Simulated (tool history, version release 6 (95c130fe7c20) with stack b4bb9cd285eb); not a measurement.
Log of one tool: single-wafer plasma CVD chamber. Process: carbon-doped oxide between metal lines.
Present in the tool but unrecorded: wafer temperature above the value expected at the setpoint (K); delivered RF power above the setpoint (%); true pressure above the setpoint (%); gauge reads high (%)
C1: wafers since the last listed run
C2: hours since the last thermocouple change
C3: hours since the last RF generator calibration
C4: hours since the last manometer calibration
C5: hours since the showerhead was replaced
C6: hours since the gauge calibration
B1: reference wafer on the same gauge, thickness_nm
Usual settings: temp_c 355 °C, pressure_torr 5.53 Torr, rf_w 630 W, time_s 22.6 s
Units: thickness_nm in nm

Run 1, hour 0.0: usual settings but pressure_torr 5.18 Torr, time_s 19.7 s; C1 0; C2 1012.1; C3 2030.4; C4 2532.8; C5 7983.7; C6 156.1; B1 165.001. Result: thickness_nm 127.961 nm.
Run 2, hour 6.1: usual settings but pressure_torr 5.18 Torr, time_s 19.7 s; C1 157; C2 1018.2; C3 2036.5; C4 2538.9; C5 7989.8; C6 162.2; B1 165.081. Result: thickness_nm 128.322 nm.
Run 3, hour 21.2: usual settings but temp_c 359 °C; C1 390; C2 1033.3; C3 2051.6; C4 2554.0; C5 8004.9; C6 177.3; B1 165.135. Result: thickness_nm 147.122 nm.
Run 4, hour 28.7: usual settings but rf_w 560 W, time_s 25.4 s; C1 193; C2 1040.8; C3 2059.1; C4 2561.5; C5 8012.4; C6 184.8; B1 164.923. Result: thickness_nm 157.247 nm.
Run 5, hour 39.5: usual settings but rf_w 560 W, time_s 25.4 s; C1 279; C2 1051.6; C3 2069.9; C4 2572.3; C5 8023.2; C6 195.6; B1 165.001. Result: thickness_nm 156.876 nm.
Run 6, hour 48.5: usual settings; C1 232; C2 1060.6; C3 2078.9; C4 2581.3; C5 8032.2; C6 204.6; B1 164.918. Result: thickness_nm 148.324 nm.
Run 7, hour 94.9: usual settings; C1 1199; C2 1107.0; C3 2125.3; C4 2627.7; C5 8078.6; C6 251.0; B1 165.165. Result: thickness_nm 148.407 nm.
Run 8, hour 106.3: usual settings; C1 294; C2 1118.4; C3 2136.7; C4 2639.1; C5 8090.0; C6 262.4; B1 165.047. Result: thickness_nm 147.850 nm.
Run 9, hour 117.0: usual settings; C1 276; C2 1129.1; C3 2147.4; C4 2649.8; C5 8100.7; C6 273.1; B1 165.023. Result: thickness_nm 148.324 nm.
At hour 128.4: showerhead replaced.
Run 10, hour 130.7: usual settings; C1 147; C2 1142.8; C3 2161.1; C4 2663.5; C5 2.3; C6 286.8; B1 165.011. Result: thickness_nm 148.400 nm.
At hour 136.1: gauge calibrated.
Run 11, hour 144.4: usual settings; C1 354; C2 1156.5; C3 2174.8; C4 2677.2; C5 16.0; C6 8.3; B1 164.914. Result: thickness_nm 148.228 nm.
Run 12, hour 153.0: usual settings; C1 222; C2 1165.1; C3 2183.4; C4 2685.8; C5 24.6; C6 16.9; B1 165.051. Result: thickness_nm 148.001 nm.
Run 13, hour 169.8: usual settings but temp_c 367 °C, pressure_torr 4.79 Torr, rf_w 755 W; C1 434; C2 1181.9; C3 2200.2; C4 2702.6; C5 41.4; C6 33.7; B1 164.929. Result: thickness_nm 153.531 nm.
At hour 199.8: thermocouple changed; heater temperature recalibrated.
Run 14, hour 200.3: usual settings but pressure_torr 4.54 Torr, time_s 19.2 s; C1 581; C2 0.5; C3 2230.7; C4 2733.1; C5 71.9; C6 64.2; B1 164.962. Result: thickness_nm 121.678 nm.
Run 15, hour 204.9: usual settings but temp_c 367 °C, pressure_torr 4.24 Torr, rf_w 570 W, time_s 21.4 s; C1 118; C2 5.1; C3 2235.3; C4 2737.7; C5 76.5; C6 68.8; B1 165.017. Result: thickness_nm 123.827 nm.
At hour 215.7: RF generator calibrated.
Run 16, hour 216.1: usual settings but temp_c 369 °C, pressure_torr 4.54 Torr; C1 82; C2 16.3; C3 0.4; C4 2748.9; C5 87.7; C6 80.0; B1 165.071. Result: thickness_nm 144.719 nm.
Run 17, hour 222.9: usual settings but pressure_torr 6.91 Torr, rf_w 750 W; C1 175; C2 23.1; C3 7.2; C4 2755.7; C5 94.5; C6 86.8; B1 165.010. Result: thickness_nm 172.767 nm.
At hour 231.8: capacitance manometer re-zeroed and calibrated.
Run 18, hour 240.4: usual settings but pressure_torr 6.91 Torr, rf_w 750 W; C1 245; C2 40.6; C3 24.7; C4 8.6; C5 112.0; C6 104.3; B1 165.010. Result: thickness_nm 172.831 nm.
Run 19, hour 247.9: usual settings; C1 193; C2 48.1; C3 32.2; C4 16.1; C5 119.5; C6 111.8; B1 164.958. Result: thickness_nm 154.713 nm.
Run 20, hour 255.8: usual settings but temp_c 366 °C, time_s 24.6 s; C1 204; C2 56.0; C3 40.1; C4 24.0; C5 127.4; C6 119.7; B1 164.922. Result: thickness_nm 163.806 nm.
Run 21, hour 268.9: usual settings; C1 338; C2 69.1; C3 53.2; C4 37.1; C5 140.5; C6 132.8; B1 164.886. Result: thickness_nm 154.455 nm.
Run 22, hour 320.0: usual settings but time_s 20.6 s; C1 1320; C2 120.2; C3 104.3; C4 88.2; C5 191.6; C6 183.9; B1 165.078. Result: thickness_nm 140.937 nm.
Run 23, hour 331.6: usual settings but rf_w 585 W; C1 299; C2 131.8; C3 115.9; C4 99.8; C5 203.2; C6 195.5; B1 164.980. Result: thickness_nm 148.301 nm.
Run 24, hour 337.8: usual settings but temp_c 363 °C; C1 160; C2 138.0; C3 122.1; C4 106.0; C5 209.4; C6 201.7; B1 165.044. Result: thickness_nm 150.960 nm.

Across each entry between runs, compare the hidden state at the last listed run before it with the hidden state at the first listed run after it:
In the gap between runs 9 and 10: showerhead replaced (hour 128.4)
  delivered RF power above the setpoint (%): -8.58 -> -8.59
  what was measured, less what the result would be without the hidden state, thickness_nm: -6.751 -> -6.761 nm
In the gap between runs 10 and 11: gauge calibrated (hour 136.1)
  delivered RF power above the setpoint (%): -8.59 -> -8.6
  what was measured, less what the result would be without the hidden state, thickness_nm: -6.761 -> -6.761 nm
In the gap between runs 13 and 14: thermocouple changed; heater temperature recalibrated (hour 199.8)
  delivered RF power above the setpoint (%): -8.62 -> -8.64
  what was measured, less what the result would be without the hidden state, thickness_nm: -6.867 -> -5.574 nm
In the gap between runs 15 and 16: RF generator calibrated (hour 215.7)
  delivered RF power above the setpoint (%): -8.64 -> -0.138
  what was measured, less what the result would be without the hidden state, thickness_nm: -5.715 -> -0.100 nm
In the gap between runs 17 and 18: capacitance manometer re-zeroed and calibrated (hour 231.8)
  delivered RF power above the setpoint (%): -0.212 -> -0.399
  what was measured, less what the result would be without the hidden state, thickness_nm: -0.180 -> -0.338 nm

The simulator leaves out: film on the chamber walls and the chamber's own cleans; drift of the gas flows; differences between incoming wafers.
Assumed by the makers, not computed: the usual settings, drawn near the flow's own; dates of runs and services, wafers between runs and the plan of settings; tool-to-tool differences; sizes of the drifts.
